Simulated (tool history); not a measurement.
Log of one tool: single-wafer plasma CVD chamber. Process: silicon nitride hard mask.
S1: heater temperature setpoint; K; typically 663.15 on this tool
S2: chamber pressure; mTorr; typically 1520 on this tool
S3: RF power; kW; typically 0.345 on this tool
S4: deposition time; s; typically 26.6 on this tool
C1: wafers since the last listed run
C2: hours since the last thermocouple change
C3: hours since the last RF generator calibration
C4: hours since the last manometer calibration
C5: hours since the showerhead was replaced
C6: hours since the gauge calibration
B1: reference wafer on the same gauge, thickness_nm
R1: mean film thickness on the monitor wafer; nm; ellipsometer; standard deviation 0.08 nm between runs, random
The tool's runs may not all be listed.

{"run": 1, "hour": 0.0, "S1": 663.15, "S2": 1520, "S3": 0.345, "S4": 26.6, "C1": 0, "C2": 733.6, "C3": 580.2, "C4": 1820.2, "C5": 5153.1, "C6": 728.1, "B1": 27.891, "R1": 31.914}
{"run": 2, "hour": 73.3, "S1": 663.15, "S2": 1520, "S3": 0.345, "S4": 26.6, "C1": 2460, "C2": 806.9, "C3": 653.5, "C4": 1893.5, "C5": 5226.4, "C6": 801.4, "B1": 27.909, "R1": 31.786}
{"run": 3, "hour": 119.4, "S1": 663.15, "S2": 1520, "S3": 0.345, "S4": 26.6, "C1": 1547, "C2": 853, "C3": 699.6, "C4": 1939.6, "C5": 5272.5, "C6": 847.5, "B1": 27.91, "R1": 31.885}
{"run": 4, "hour": 175.2, "S1": 663.15, "S2": 1630, "S3": 0.345, "S4": 26.6, "C1": 1873, "C2": 908.8, "C3": 755.4, "C4": 1995.4, "C5": 5328.3, "C6": 903.3, "B1": 27.908, "R1": 32.806}
{"run": 5, "hour": 216.3, "S1": 663.15, "S2": 1630, "S3": 0.345, "S4": 26.6, "C1": 1379, "C2": 949.9, "C3": 796.5, "C4": 2036.5, "C5": 5369.4, "C6": 944.4, "B1": 27.894, "R1": 32.697}
{"run": 6, "hour": 299.2, "S1": 663.15, "S2": 1520, "S3": 0.345, "S4": 26.6, "C1": 2782, "C2": 1032.8, "C3": 879.4, "C4": 2119.4, "C5": 5452.3, "C6": 1027.3, "B1": 27.907, "R1": 31.987}
{"hour": 391.5, "done": "capacitance manometer re-zeroed and calibrated"}
{"run": 7, "hour": 396.1, "S1": 663.15, "S2": 1520, "S3": 0.345, "S4": 26.6, "C1": 2984, "C2": 1129.7, "C3": 976.3, "C4": 4.6, "C5": 5549.2, "C6": 1124.2, "B1": 27.912, "R1": 31.173}
{"run": 8, "hour": 479.0, "S1": 663.15, "S2": 1520, "S3": 0.345, "S4": 26.6, "C1": 2782, "C2": 1212.6, "C3": 1059.2, "C4": 87.5, "C5": 5632.1, "C6": 1207.1, "B1": 27.899, "R1": 31.343}
{"run": 9, "hour": 539.6, "S1": 663.15, "S2": 1520, "S3": 0.345, "S4": 26.6, "C1": 2034, "C2": 1273.2, "C3": 1119.8, "C4": 148.1, "C5": 5692.7, "C6": 1267.7, "B1": 27.905, "R1": 31.502}
{"hour": 575.5, "done": "thermocouple changed; heater temperature recalibrated"}
{"run": 10, "hour": 609.7, "S1": 663.15, "S2": 1520, "S3": 0.345, "S4": 26.6, "C1": 2084, "C2": 34.2, "C3": 1189.9, "C4": 218.2, "C5": 5762.8, "C6": 1337.8, "B1": 27.899, "R1": 31.507}
{"run": 11, "hour": 661.0, "S1": 663.15, "S2": 1650, "S3": 0.345, "S4": 30.9, "C1": 1722, "C2": 85.5, "C3": 1241.2, "C4": 269.5, "C5": 5814.1, "C6": 1389.1, "B1": 27.882, "R1": 37.531}
{"hour": 706.6, "done": "showerhead replaced"}
{"run": 12, "hour": 767.5, "S1": 663.15, "S2": 1520, "S3": 0.345, "S4": 26.6, "C1": 3306, "C2": 192, "C3": 1347.7, "C4": 376, "C5": 60.9, "C6": 1495.6, "B1": 27.903, "R1": 31.371}
{"hour": 808.0, "done": "gauge calibrated"}
{"run": 13, "hour": 871.6, "S1": 657.15, "S2": 1520, "S3": 0.37, "S4": 31.6, "C1": 3494, "C2": 296.1, "C3": 1451.8, "C4": 480.1, "C5": 165, "C6": 63.6, "B1": 27.91, "R1": 39.612}
{"run": 14, "hour": 950.2, "S1": 663.15, "S2": 1630, "S3": 0.365, "S4": 30.2, "C1": 2638, "C2": 374.7, "C3": 1530.4, "C4": 558.7, "C5": 243.6, "C6": 142.2, "B1": 27.897, "R1": 38.306}

Expected results for the next run?
{"run": 15, "hour": 1008.7, "S1": 663.15, "S2": 1520, "S3": 0.345, "S4": 26.6, "C1": 1963, "C2": 433.2, "C3": 1588.9, "C4": 617.2, "C5": 302.1, "C6": 200.7, "B1": "?", "R1": "?"}

Run 15 produced B1 27.899, R1 31.388 nm.
Had the tool carried no hidden state, the very same run would have given R1 31.323 nm.
